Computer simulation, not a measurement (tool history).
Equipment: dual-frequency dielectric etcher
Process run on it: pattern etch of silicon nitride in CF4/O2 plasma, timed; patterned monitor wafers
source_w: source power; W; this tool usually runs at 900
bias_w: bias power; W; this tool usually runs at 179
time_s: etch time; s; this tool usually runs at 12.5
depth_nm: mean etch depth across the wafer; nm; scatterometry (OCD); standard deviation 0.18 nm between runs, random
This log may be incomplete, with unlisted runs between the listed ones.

| run | day | source_w | bias_w | time_s | wafers since the last listed run | hours since the last wet clean | hours since the last source power generator calibration | hours since the last bias power generator calibration | hours since the last upper electrode change | hours since the gauge calibration | read-back reference wafer on the same gauge, depth_nm | depth_nm |
|---|---|---|---|---|---|---|---|---|---|---|---|---|
| 1 | 0 | 900 | 193 | 12.5 | 0 | 664.2 | 3112.6 | 2605.9 | 3894.3 | 205.5 | 33.71 | 37.16 |
|  | 3.238 | wet clean of the chamber |
| 2 | 4.258 | 900 | 193 | 12.5 | 1076 | 24.5 | 3214.8 | 2708.1 | 3996.5 | 307.7 | 33.67 | 37.9 |
| 3 | 7.417 | 900 | 193 | 12.5 | 1043 | 100.3 | 3290.6 | 2783.9 | 4072.3 | 383.5 | 33.69 | 37.23 |
| 4 | 10.833 | 900 | 179 | 12.5 | 1129 | 182.3 | 3372.6 | 2865.9 | 4154.3 | 465.5 | 33.7 | 36.54 |
| 5 | 12.421 | 900 | 179 | 12.5 | 524 | 220.4 | 3410.7 | 2904 | 4192.4 | 503.6 | 33.72 | 36.7 |
| 6 | 14.679 | 900 | 179 | 12.5 | 746 | 274.6 | 3464.9 | 2958.2 | 4246.6 | 557.8 | 33.73 | 36.64 |
| 7 | 25.333 | 900 | 179 | 12.5 | 3521 | 530.3 | 3720.6 | 3213.9 | 4502.3 | 813.5 | 33.71 | 36.68 |
| 8 | 29.812 | 900 | 179 | 12.5 | 1480 | 637.8 | 3828.1 | 3321.4 | 4609.8 | 921 | 33.7 | 37 |
|  | 31.762 | wet clean of the chamber |
|  | 31.767 | bias power generator calibrated |
| 9 | 32.225 | 900 | 179 | 12.5 | 466 | 11.1 | 3886 | 11 | 4667.7 | 978.9 | 33.68 | 37 |
| 10 | 35.8 | 900 | 179 | 12.5 | 1181 | 96.9 | 3971.8 | 96.8 | 4753.5 | 1064.7 | 33.7 | 36.63 |
| 11 | 39.154 | 900 | 179 | 12.5 | 1108 | 177.4 | 4052.3 | 177.3 | 4834 | 1145.2 | 33.68 | 36.76 |
| 12 | 42.796 | 900 | 179 | 12.5 | 1203 | 264.8 | 4139.7 | 264.7 | 4921.4 | 1232.6 | 33.69 | 37.03 |
| 13 | 45.35 | 900 | 179 | 12.5 | 844 | 326.1 | 4201 | 326 | 4982.7 | 1293.9 | 33.7 | 36.71 |
| 14 | 48.438 | 900 | 179 | 12.5 | 1020 | 400.2 | 4275.1 | 400.1 | 5056.8 | 1368 | 33.7 | 36.87 |
| 15 | 52.233 | 900 | 179 | 12.5 | 1254 | 491.3 | 4366.2 | 491.2 | 5147.9 | 1459.1 | 33.71 | 36.91 |
| 16 | 54.896 | 900 | 179 | 13.5 | 879 | 555.2 | 4430.1 | 555.1 | 5211.8 | 1523 | 33.69 | 39.78 |
| 17 | 57.3 | 900 | 199 | 9.5 | 794 | 612.9 | 4487.8 | 612.8 | 5269.5 | 1580.7 | 33.7 | 28.94 |
| 18 | 61.267 | 900 | 179 | 12.5 | 1311 | 708.1 | 4583 | 708 | 5364.7 | 1675.9 | 33.66 | 37 |
|  | 62.129 | gauge calibrated |
|  | 62.446 | wet clean of the chamber |
| 19 | 63.046 | 690 | 200 | 12.5 | 257 | 14.4 | 4625.7 | 750.7 | 5407.4 | 22 | 33.72 | 31.11 |
| 20 | 65.683 | 900 | 179 | 12.5 | 871 | 77.7 | 4689 | 814 | 5470.7 | 85.3 | 33.68 | 36.88 |
|  | 69.325 | source power generator calibrated |
| 21 | 73.242 | 990 | 190 | 16.5 | 2443 | 259.1 | 94 | 995.4 | 5652.1 | 266.7 | 33.7 | 53 |
|  | 75.179 | upper electrode replaced |
| 22 | 76.808 | 900 | 223 | 12.5 | 848 | 344.7 | 179.6 | 1081 | 39.1 | 352.3 | 33.69 | 38.69 |
| 23 | 78.417 | 690 | 155 | 10 | 531 | 383.3 | 218.2 | 1119.6 | 77.7 | 390.9 | 33.69 | 23.56 |
| 24 | 82.454 | 900 | 199 | 9.5 | 1334 | 480.2 | 315.1 | 1216.5 | 174.6 | 487.8 | 33.71 | 28.52 |
| 25 | 85.554 | 900 | 179 | 12.5 | 1024 | 554.6 | 389.5 | 1290.9 | 249 | 562.2 | 33.67 | 37.08 |
|  | 87.988 | wet clean of the chamber |
| 26 | 89.225 | 980 | 179 | 13.5 | 882 | 29.7 | 477.6 | 1379 | 337.1 | 650.3 | 33.71 | 42.26 |
| 27 | 92.45 | 1060 | 210 | 15.5 | 1065 | 107.1 | 555 | 1456.4 | 414.5 | 727.7 | 33.68 | 54.03 |
| 28 | 96.117 | 990 | 195 | 10.5 | 1211 | 195.1 | 643 | 1544.4 | 502.5 | 815.7 | 33.7 | 33.91 |

4 ways to go on from here, each from the tool as it stands after run 28. What would each give?
| A | 96.133 | 900 | 179 | 16 | 5 | 195.5 | 643.4 | 1544.8 | 502.9 | 816.1 | ? | ? |
| B | 96.133 | 900 | 194 | 12.5 | 5 | 195.5 | 643.4 | 1544.8 | 502.9 | 816.1 | ? | ? |
| C | 96.133 | 900 | 199 | 10.5 | 5 | 195.5 | 643.4 | 1544.8 | 502.9 | 816.1 | ? | ? |
| D | 96.133 | 1010 | 167 | 14.5 | 5 | 195.5 | 643.4 | 1544.8 | 502.9 | 816.1 | ? | ? |

| run | read-back reference wafer on the same gauge, depth_nm | depth_nm |
|---|---|---|
| A | 33.72 | 47.13 |
| B | 33.72 | 37.57 |
| C | 33.72 | 31.76 |
| D | 33.72 | 45.88 |
Without the tool's unlogged condition, the same runs would have read:
| run | depth_nm |
|---|---|
| A | 47.13 |
| B | 37.57 |
| C | 31.76 |
| D | 45.88 |
